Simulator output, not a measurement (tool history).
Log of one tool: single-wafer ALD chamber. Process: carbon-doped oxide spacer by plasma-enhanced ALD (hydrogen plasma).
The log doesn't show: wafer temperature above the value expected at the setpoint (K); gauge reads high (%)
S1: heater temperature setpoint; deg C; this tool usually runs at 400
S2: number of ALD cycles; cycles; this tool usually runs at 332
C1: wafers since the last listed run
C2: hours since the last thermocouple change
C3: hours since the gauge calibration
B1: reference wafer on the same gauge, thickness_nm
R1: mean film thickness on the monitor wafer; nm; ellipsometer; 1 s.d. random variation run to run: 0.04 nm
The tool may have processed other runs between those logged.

run	hour	S1	S2	C1	C2	C3	B1	R1
1	0.0	400	332	0	2384.1	186.8	16.278	15.809
2	16.9	400	332	19	2401.0	203.7	16.296	15.822
3	34.5	400	332	20	2418.6	221.3	16.294	15.794
4	49.3	400	332	17	2433.4	236.1	16.290	15.802
5	60.2	400	332	12	2444.3	247.0	16.314	15.842
6	76.3	400	332	18	2460.4	263.1	16.304	15.829
7	88.0	395	332	13	2472.1	274.8	16.299	15.824
8	95.0	395	332	8	2479.1	281.8	16.296	15.796
9	111.2	395	332	18	2495.3	298.0	16.299	15.885
10	129.1	391	332	20	2513.2	315.9	16.301	15.801
11	136.9	391	332	8	2521.0	323.7	16.300	15.823
12	145.0	412	365	9	2529.1	331.8	16.292	16.691
13	159.7	412	365	16	2543.8	346.5	16.305	16.676
14	168.5	412	365	10	2552.6	355.3	16.297	16.716
15	182.9	400	310	16	2567.0	369.7	16.300	14.715
16	193.5	400	310	12	2577.6	380.3	16.296	14.762
# hour 207.3: thermocouple changed; heater temperature recalibrated
17	207.8	400	310	7	0.5	394.6	16.299	14.750
18	216.7	400	280	10	9.4	403.5	16.292	13.259
19	223.6	409	283	7	16.3	410.4	16.310	13.093
20	232.7	411	315	10	25.4	419.5	16.304	14.435
21	245.9	412	365	15	38.6	432.7	16.294	16.658
22	262.0	415	332	18	54.7	448.8	16.308	15.003
# hour 265.3: gauge calibrated
23	272.7	400	310	12	65.4	7.4	16.300	14.760
24	280.2	400	332	8	72.9	14.9	16.310	15.835
25	292.7	412	368	14	85.4	27.4	16.301	16.822
26	301.4	400	310	9	94.1	36.1	16.289	14.689
27	316.0	406	364	16	108.7	50.7	16.309	17.051
28	328.3	400	332	14	121.0	63.0	16.286	15.859
29	343.5	400	285	17	136.2	78.2	16.302	13.610
30	356.6	387	290	15	149.3	91.3	16.310	13.760
31	372.9	391	309	18	165.6	107.6	16.301	14.763
32	383.8	393	355	12	176.5	118.5	16.296	16.955
33	394.1	395	386	11	186.8	128.8	16.301	18.420
34	405.7	405	298	13	198.4	140.4	16.312	13.964
35	419.2	385	332	15	211.9	153.9	16.298	15.867
36	429.5	395	381	11	222.2	164.2	16.308	18.193

Hidden state, per run?
wafer temperature above the value expected at the setpoint (K): 0 in every run
gauge reads high (%): 0 in every run
